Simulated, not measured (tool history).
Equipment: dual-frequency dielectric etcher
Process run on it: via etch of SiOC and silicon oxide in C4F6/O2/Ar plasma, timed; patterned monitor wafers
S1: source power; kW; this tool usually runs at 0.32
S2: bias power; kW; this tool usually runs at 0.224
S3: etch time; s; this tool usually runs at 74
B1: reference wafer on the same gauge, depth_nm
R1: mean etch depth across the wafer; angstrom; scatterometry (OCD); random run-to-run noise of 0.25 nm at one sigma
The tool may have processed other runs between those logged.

run 1 day=0 | S1=0.32 S2=0.224 S3=74 | B1=93.9 | R1=827
run 2 day=0.712 | S1=0.32 S2=0.224 S3=74 | B1=94 | R1=820
run 3 day=1.367 | S1=0.32 S2=0.224 S3=74 | B1=94 | R1=822
run 4 day=1.7 | S1=0.32 S2=0.224 S3=74 | B1=94 | R1=828
-- day=2.767 upper electrode replaced, of another model than before
run 5 day=2.788 | S1=0.32 S2=0.224 S3=74 | B1=94 | R1=825
-- day=2.958 source power generator calibrated
run 6 day=2.979 | S1=0.32 S2=0.224 S3=74 | B1=94 | R1=830
-- day=3.525 bias power generator calibrated
-- day=3.883 gauge calibrated
-- day=4.008 wet clean of the chamber
run 7 day=4.029 | S1=0.32 S2=0.224 S3=74 | B1=94 | R1=793
run 8 day=4.392 | S1=0.28 S2=0.194 S3=92.5 | B1=94.1 | R1=933
run 9 day=5.092 | S1=0.38 S2=0.178 S3=52 | B1=94 | R1=557
run 10 day=5.721 | S1=0.32 S2=0.224 S3=74 | B1=94 | R1=793

Run 11 comes next. What will it give?
run 11 day=6.417 | S1=0.32 S2=0.224 S3=74 | B1=? | R1=?

{"run 11": {"B1": 94, "R1": 789}}
If the tool had no hidden condition, the same run with the same run-to-run variation would have returned R1 788 angstrom.
